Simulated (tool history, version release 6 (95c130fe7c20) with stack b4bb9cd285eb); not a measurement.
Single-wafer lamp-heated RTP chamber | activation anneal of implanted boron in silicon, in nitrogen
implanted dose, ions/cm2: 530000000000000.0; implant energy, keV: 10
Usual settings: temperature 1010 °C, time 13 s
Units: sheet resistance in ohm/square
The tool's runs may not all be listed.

run    day  temperature  time  read-back reference wafer on the same gauge, sheet resistance  sheet resistance
  1      0         1010    18                                                         206.92            207.87
  2  0.421         1010    18                                                         207.07            207.01
  3  0.925         1010    18                                                         207.15            207.45
  4  1.575         1010     9                                                         206.94            208.39
  5  2.404         1010     9                                                            207            208.31
  6  2.842         1010     9                                                         207.15            208.79
  7  3.838         1010    13                                                         206.85            207.69
  8  4.179         1035     7                                                         207.07            207.01
  9  4.475         1033    19                                                         206.94            206.18
 10  4.779         1010    13                                                         206.98            208.07
 11  5.429         1010    13                                                         207.05            207.33
 12  5.804         1001    13                                                         207.11            209.14
 13  6.429          993    11                                                         207.02            211.76
 14  6.967          991    13                                                         206.92            212.28

Taken out of this log: 4 entries between the listed runs. Where each belongs, and how the hidden state differs across it:
Between runs 2 and 3: gauge calibrated (day 0.862)
  no hidden state differs between the two runs
Between runs 4 and 5: reflector plate cleaned (day 2.383)
  no hidden state differs between the two runs
Between runs 10 and 11: gauge calibrated (day 5.262); pyrometer window cleaned and pyrometer calibrated (day 5.408)
  no hidden state differs between the two runs
